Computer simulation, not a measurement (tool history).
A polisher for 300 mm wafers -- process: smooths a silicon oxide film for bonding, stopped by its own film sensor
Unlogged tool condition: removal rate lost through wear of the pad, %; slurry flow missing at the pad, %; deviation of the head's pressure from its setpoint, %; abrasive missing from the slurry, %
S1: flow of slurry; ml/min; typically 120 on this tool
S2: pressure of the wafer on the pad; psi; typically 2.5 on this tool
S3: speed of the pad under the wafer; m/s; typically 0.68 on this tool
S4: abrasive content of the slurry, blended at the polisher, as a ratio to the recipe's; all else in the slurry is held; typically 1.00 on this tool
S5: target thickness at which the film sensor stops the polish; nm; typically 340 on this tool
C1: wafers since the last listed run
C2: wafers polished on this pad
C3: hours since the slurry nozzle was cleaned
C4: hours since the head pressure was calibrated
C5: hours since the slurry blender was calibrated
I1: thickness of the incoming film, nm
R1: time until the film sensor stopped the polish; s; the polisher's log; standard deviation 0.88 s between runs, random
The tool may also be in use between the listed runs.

| run | day | S1 | S2 | S3 | S4 | S5 | C1 | C2 | C3 | C4 | C5 | I1 | R1 |
|---|---|---|---|---|---|---|---|---|---|---|---|---|---|
| 1 | 0.000 | 120 | 2.5 | 0.72 | 1.00 | 340 | 0 | 585 | 262.0 | 739.2 | 189.2 | 414.8 | 105.2 |
| 2 | 1.338 | 120 | 2.5 | 0.72 | 1.00 | 340 | 317 | 902 | 294.1 | 771.3 | 221.3 | 410.5 | 101.2 |
| 3 | 2.775 | 120 | 2.5 | 0.68 | 1.00 | 340 | 340 | 1243 | 328.6 | 805.8 | 255.8 | 416.0 | 112.9 |
| 4 | 3.354 | 120 | 2.5 | 0.68 | 1.00 | 340 | 137 | 1380 | 342.5 | 819.7 | 269.7 | 408.3 | 102.7 |
|  | 3.571 | slurry blender recalibrated |
| 5 | 4.233 | 120 | 2.5 | 0.68 | 1.00 | 340 | 188 | 1569 | 363.6 | 840.8 | 15.9 | 408.7 | 93.7 |
|  | 4.546 | worn pad replaced by a new one |
| 6 | 4.825 | 120 | 2.5 | 0.68 | 1.00 | 352 | 100 | 66 | 377.8 | 855.0 | 30.1 | 415.8 | 88.4 |
| 7 | 6.525 | 120 | 2.5 | 0.68 | 1.00 | 352 | 403 | 469 | 418.6 | 895.8 | 70.9 | 406.1 | 76.6 |
| 8 | 7.525 | 120 | 2.5 | 0.68 | 1.00 | 340 | 237 | 706 | 442.6 | 919.8 | 94.9 | 407.5 | 96.3 |
| 9 | 8.738 | 120 | 2.5 | 0.68 | 1.00 | 340 | 287 | 993 | 471.7 | 948.9 | 124.0 | 409.4 | 100.9 |
| 10 | 9.679 | 120 | 2.5 | 0.68 | 1.00 | 340 | 223 | 1216 | 494.3 | 971.5 | 146.6 | 403.8 | 92.7 |
| 11 | 10.808 | 120 | 2.5 | 0.58 | 1.00 | 357 | 267 | 1484 | 521.4 | 998.6 | 173.7 | 405.8 | 81.5 |
|  | 11.629 | head pressure recalibrated |
|  | 11.667 | worn pad replaced by a new one |
| 12 | 11.688 | 120 | 2.5 | 0.58 | 1.00 | 357 | 180 | 5 | 542.5 | 1.4 | 194.8 | 413.7 | 95.7 |
| 13 | 12.604 | 120 | 2.5 | 0.68 | 1.00 | 349 | 217 | 222 | 564.5 | 23.4 | 216.8 | 405.4 | 85.5 |
| 14 | 13.242 | 95 | 3.3 | 0.68 | 1.00 | 340 | 151 | 373 | 579.8 | 38.7 | 232.1 | 405.0 | 77.8 |
| 15 | 14.050 | 120 | 2.5 | 0.68 | 1.00 | 363 | 191 | 565 | 599.2 | 58.1 | 251.5 | 410.8 | 73.6 |
|  | 14.879 | slurry blender recalibrated |
| 16 | 15.054 | 120 | 2.5 | 0.84 | 1.00 | 340 | 218 | 783 | 623.3 | 82.2 | 4.2 | 415.0 | 86.6 |
| 17 | 16.308 | 120 | 2.5 | 0.68 | 1.20 | 332 | 297 | 1081 | 653.4 | 112.3 | 34.3 | 411.0 | 99.3 |
| 18 | 17.767 | 120 | 2.5 | 0.68 | 1.00 | 340 | 345 | 1426 | 688.4 | 147.3 | 69.3 | 414.5 | 103.8 |
|  | 18.408 | worn pad replaced by a new one |
| 19 | 19.054 | 150 | 2.5 | 0.68 | 1.00 | 340 | 265 | 153 | 719.3 | 178.2 | 100.2 | 409.9 | 93.8 |
|  | 20.283 | slurry nozzle cleaned |
| 20 | 23.396 | 120 | 2.5 | 0.68 | 1.00 | 340 | 1019 | 1172 | 74.7 | 282.4 | 204.4 | 406.6 | 97.0 |
|  | 23.867 | worn pad replaced by a new one |
| 21 | 24.812 | 120 | 2.5 | 0.68 | 1.00 | 340 | 296 | 224 | 108.7 | 316.4 | 238.4 | 414.1 | 108.5 |
| 22 | 26.146 | 120 | 2.2 | 0.68 | 1.00 | 340 | 316 | 540 | 140.7 | 348.4 | 270.4 | 407.7 | 115.1 |
| 23 | 26.900 | 120 | 2.5 | 0.68 | 1.00 | 340 | 178 | 719 | 158.8 | 366.5 | 288.5 | 413.3 | 109.9 |
|  | 27.296 | slurry blender recalibrated |
| 24 | 27.642 | 120 | 2.5 | 0.68 | 0.70 | 340 | 156 | 875 | 176.6 | 384.3 | 8.3 | 415.9 | 130.7 |
| 25 | 28.988 | 120 | 2.5 | 0.68 | 1.00 | 340 | 319 | 1194 | 208.9 | 416.6 | 40.6 | 418.3 | 110.5 |
| 26 | 30.304 | 120 | 2.5 | 0.74 | 0.90 | 320 | 312 | 1506 | 240.5 | 448.2 | 72.2 | 413.9 | 131.9 |
|  | 30.546 | worn pad replaced by a new one |
| 27 | 31.025 | 120 | 3.4 | 0.56 | 1.00 | 340 | 131 | 113 | 257.8 | 465.5 | 89.5 | 412.0 | 87.3 |

Describe how what the log doesn't record of the tool's condition differs between the last listed run preceding each entry between runs and the first listed run following it.
Runs 4 to 5: slurry blender recalibrated (day 3.571)
  abrasive missing from the slurry, %: 18.4 -> 4.58
  what was measured, less what the result would be without the hidden state, R1: +10.8 -> +2.3 s
Runs 5 to 6: worn pad replaced by a new one (day 4.546)
  abrasive missing from the slurry, %: 4.58 -> 5.46
  what was measured, less what the result would be without the hidden state, R1: +2.3 -> +2.5 s
Runs 11 to 12: head pressure recalibrated (day 11.629); worn pad replaced by a new one (day 11.667)
  abrasive missing from the slurry, %: 14.4 -> 15.7
  what was measured, less what the result would be without the hidden state, R1: +6.5 -> +8.4 s
Runs 15 to 16: slurry blender recalibrated (day 14.879)
  abrasive missing from the slurry, %: 19.2 -> 0.49
  what was measured, less what the result would be without the hidden state, R1: +8.1 -> +0.2 s
Runs 18 to 19: worn pad replaced by a new one (day 18.408)
  abrasive missing from the slurry, %: 4.53 -> 6.45
  what was measured, less what the result would be without the hidden state, R1: +2.5 -> +3.2 s
Runs 19 to 20: slurry nozzle cleaned (day 20.283)
  abrasive missing from the slurry, %: 6.45 -> 12.9
  what was measured, less what the result would be without the hidden state, R1: +3.2 -> +6.9 s
Runs 20 to 21: worn pad replaced by a new one (day 23.867)
  abrasive missing from the slurry, %: 12.9 -> 15
  what was measured, less what the result would be without the hidden state, R1: +6.9 -> +9.1 s
Runs 23 to 24: slurry blender recalibrated (day 27.296)
  abrasive missing from the slurry, %: 18.1 -> 3.69
  what was measured, less what the result would be without the hidden state, R1: +11.4 -> +3.1 s
Runs 26 to 27: worn pad replaced by a new one (day 30.546)
  abrasive missing from the slurry, %: 7.66 -> 8.73
  what was measured, less what the result would be without the hidden state, R1: +5.7 -> +4.1 s

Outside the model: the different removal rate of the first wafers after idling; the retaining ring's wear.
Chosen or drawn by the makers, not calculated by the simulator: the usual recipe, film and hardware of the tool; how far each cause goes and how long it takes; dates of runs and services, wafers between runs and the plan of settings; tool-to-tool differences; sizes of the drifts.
